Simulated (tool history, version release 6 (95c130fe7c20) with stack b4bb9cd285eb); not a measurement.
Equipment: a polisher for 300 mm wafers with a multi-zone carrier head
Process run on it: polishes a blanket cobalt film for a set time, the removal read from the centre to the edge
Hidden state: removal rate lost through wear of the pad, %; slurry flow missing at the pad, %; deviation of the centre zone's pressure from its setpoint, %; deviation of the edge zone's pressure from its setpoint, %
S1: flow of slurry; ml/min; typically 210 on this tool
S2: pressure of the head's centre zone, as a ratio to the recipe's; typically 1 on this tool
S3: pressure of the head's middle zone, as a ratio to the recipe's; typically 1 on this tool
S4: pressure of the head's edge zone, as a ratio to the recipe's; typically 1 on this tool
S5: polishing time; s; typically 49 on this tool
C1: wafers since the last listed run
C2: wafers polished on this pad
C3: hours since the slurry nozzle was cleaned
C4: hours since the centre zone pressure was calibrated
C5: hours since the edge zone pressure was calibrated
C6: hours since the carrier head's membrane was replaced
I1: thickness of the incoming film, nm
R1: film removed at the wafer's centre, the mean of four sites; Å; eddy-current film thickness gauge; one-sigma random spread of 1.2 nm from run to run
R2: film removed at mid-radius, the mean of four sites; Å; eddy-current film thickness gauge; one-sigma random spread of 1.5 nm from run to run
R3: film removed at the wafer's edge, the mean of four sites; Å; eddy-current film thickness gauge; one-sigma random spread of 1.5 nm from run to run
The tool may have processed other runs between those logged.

{"run": 1, "hour": 0.0, "S1": 210, "S2": 0.92, "S3": 1, "S4": 1, "S5": 49, "C1": 0, "C2": 2427, "C3": 120.7, "C4": 540.5, "C5": 600.4, "C6": 1411.2, "I1": 1324.2, "R1": 1237, "R2": 1352, "R3": 1348}
{"run": 2, "hour": 48.1, "S1": 210, "S2": 0.91, "S3": 1, "S4": 1, "S5": 49, "C1": 622, "C2": 3049, "C3": 168.8, "C4": 588.6, "C5": 648.5, "C6": 1459.3, "I1": 1307.9, "R1": 1209, "R2": 1330, "R3": 1360}
{"hour": 144.2, "done": "centre zone pressure recalibrated"}
{"run": 3, "hour": 144.9, "S1": 210, "S2": 1, "S3": 1, "S4": 1, "S5": 49, "C1": 1226, "C2": 4276, "C3": 265.6, "C4": 0.7, "C5": 745.3, "C6": 1556.1, "I1": 1336.1, "R1": 1307, "R2": 1324, "R3": 1348}
{"run": 4, "hour": 215.6, "S1": 210, "S2": 1, "S3": 1, "S4": 1, "S5": 49, "C1": 914, "C2": 5190, "C3": 336.3, "C4": 71.4, "C5": 816, "C6": 1626.8, "I1": 1307.3, "R1": 1318, "R2": 1303, "R3": 1328}
{"hour": 228.0, "done": "carrier head's membrane replaced by a new one"}
{"run": 5, "hour": 253.4, "S1": 210, "S2": 0.96, "S3": 0.94, "S4": 1.05, "S5": 49, "C1": 424, "C2": 5615, "C3": 374.1, "C4": 109.2, "C5": 853.8, "C6": 25.4, "I1": 1287.6, "R1": 1281, "R2": 1260, "R3": 1378}
{"run": 6, "hour": 358.3, "S1": 210, "S2": 1, "S3": 1, "S4": 0.97, "S5": 41, "C1": 1357, "C2": 6972, "C3": 479, "C4": 214.1, "C5": 958.7, "C6": 130.3, "I1": 1283.4, "R1": 1124, "R2": 1118, "R3": 1097}
{"run": 7, "hour": 458.8, "S1": 210, "S2": 1, "S3": 1, "S4": 1, "S5": 49, "C1": 1300, "C2": 8272, "C3": 579.5, "C4": 314.6, "C5": 1059.2, "C6": 230.8, "I1": 1338.5, "R1": 1319, "R2": 1334, "R3": 1299}
{"hour": 522.0, "done": "worn pad replaced by a new one"}
{"run": 8, "hour": 540.4, "S1": 185, "S2": 1, "S3": 1, "S4": 1, "S5": 49, "C1": 1003, "C2": 238, "C3": 661.1, "C4": 396.2, "C5": 1140.8, "C6": 312.4, "I1": 1303.5, "R1": 1356, "R2": 1360, "R3": 1351}
{"run": 9, "hour": 600.1, "S1": 150, "S2": 0.96, "S3": 0.94, "S4": 1, "S5": 60, "C1": 772, "C2": 1010, "C3": 720.8, "C4": 455.9, "C5": 1200.5, "C6": 372.1, "I1": 1290.6, "R1": 1541, "R2": 1553, "R3": 1644}
{"run": 10, "hour": 701.9, "S1": 210, "S2": 0.93, "S3": 1.1, "S4": 1, "S5": 55, "C1": 1316, "C2": 2327, "C3": 822.6, "C4": 557.7, "C5": 1302.3, "C6": 473.9, "I1": 1298.9, "R1": 1397, "R2": 1655, "R3": 1531}
{"hour": 747.4, "done": "centre zone pressure recalibrated"}
{"hour": 771.4, "done": "slurry nozzle cleaned"}
{"run": 11, "hour": 809.1, "S1": 210, "S2": 1, "S3": 0.92, "S4": 1, "S5": 49, "C1": 1348, "C2": 3675, "C3": 37.7, "C4": 61.7, "C5": 1409.5, "C6": 581.1, "I1": 1292.5, "R1": 1332, "R2": 1236, "R3": 1350}
{"hour": 825.9, "done": "edge zone pressure recalibrated"}
{"run": 12, "hour": 854.1, "S1": 210, "S2": 1, "S3": 1, "S4": 1, "S5": 49, "C1": 556, "C2": 4231, "C3": 82.7, "C4": 106.7, "C5": 28.2, "C6": 626.1, "I1": 1330.4, "R1": 1340, "R2": 1347, "R3": 1329}
{"run": 13, "hour": 905.9, "S1": 210, "S2": 1, "S3": 1, "S4": 1, "S5": 49, "C1": 670, "C2": 4902, "C3": 134.5, "C4": 158.5, "C5": 80, "C6": 677.9, "I1": 1302.3, "R1": 1347, "R2": 1335, "R3": 1325}
{"run": 14, "hour": 968.1, "S1": 210, "S2": 1, "S3": 1, "S4": 1.06, "S5": 57, "C1": 804, "C2": 5706, "C3": 196.7, "C4": 220.7, "C5": 142.2, "C6": 740.1, "I1": 1321.6, "R1": 1540, "R2": 1565, "R3": 1604}
{"run": 15, "hour": 1038.0, "S1": 210, "S2": 1, "S3": 0.94, "S4": 1, "S5": 49, "C1": 904, "C2": 6611, "C3": 266.6, "C4": 290.6, "C5": 212.1, "C6": 810, "I1": 1316.9, "R1": 1298, "R2": 1258, "R3": 1325}
{"hour": 1083.5, "done": "worn pad replaced by a new one"}
{"run": 16, "hour": 1117.9, "S1": 230, "S2": 1, "S3": 0.96, "S4": 1, "S5": 37, "C1": 981, "C2": 445, "C3": 346.5, "C4": 370.5, "C5": 292, "C6": 889.9, "I1": 1327.2, "R1": 1046, "R2": 1017, "R3": 1053}
{"run": 17, "hour": 1218.8, "S1": 210, "S2": 1.05, "S3": 1, "S4": 1, "S5": 49, "C1": 1305, "C2": 1750, "C3": 447.4, "C4": 471.4, "C5": 392.9, "C6": 990.8, "I1": 1289.3, "R1": 1412, "R2": 1376, "R3": 1373}
{"run": 18, "hour": 1287.7, "S1": 210, "S2": 0.95, "S3": 1, "S4": 0.95, "S5": 49, "C1": 891, "C2": 2641, "C3": 516.3, "C4": 540.3, "C5": 461.8, "C6": 1059.7, "I1": 1320.7, "R1": 1269, "R2": 1360, "R3": 1312}
{"run": 19, "hour": 1391.3, "S1": 210, "S2": 1, "S3": 1, "S4": 1, "S5": 49, "C1": 1340, "C2": 3982, "C3": 619.9, "C4": 643.9, "C5": 565.4, "C6": 1163.3, "I1": 1315.7, "R1": 1328, "R2": 1316, "R3": 1353}
{"hour": 1451.1, "done": "centre zone pressure recalibrated"}
{"run": 20, "hour": 1478.1, "S1": 210, "S2": 0.91, "S3": 1, "S4": 1.05, "S5": 49, "C1": 1097, "C2": 5079, "C3": 706.7, "C4": 27, "C5": 652.2, "C6": 1250.1, "I1": 1304, "R1": 1216, "R2": 1330, "R3": 1384}
{"run": 21, "hour": 1545.1, "S1": 210, "S2": 1, "S3": 1, "S4": 1, "S5": 49, "C1": 866, "C2": 5945, "C3": 773.7, "C4": 94, "C5": 719.2, "C6": 1317.1, "I1": 1312, "R1": 1321, "R2": 1311, "R3": 1335}
{"run": 22, "hour": 1587.3, "S1": 265, "S2": 1, "S3": 0.91, "S4": 1, "S5": 49, "C1": 545, "C2": 6491, "C3": 815.9, "C4": 136.2, "C5": 761.4, "C6": 1359.3, "I1": 1307.8, "R1": 1344, "R2": 1254, "R3": 1345}

Hidden state or all else? Some run-to-run changes of R1, split into what the settings, what came in and random variation would give without the hidden state, and what is left for the hidden state (with any gauge scatter that isn't in both results):
Run 7 -> 8: S1 210 -> 185, worn pad replaced by a new one. R1 +37 Å: hidden state +52, all else -15.
Run 15 -> 16: S1 210 -> 230, S3 0.94 -> 0.96, S5 49 -> 37, worn pad replaced by a new one. R1 -252 Å: hidden state +46, all else -298.
Run 16 -> 17: S1 230 -> 210, S2 1 -> 1.05, S3 0.96 -> 1, S5 37 -> 49. R1 +366 Å: hidden state -22, all else +388.
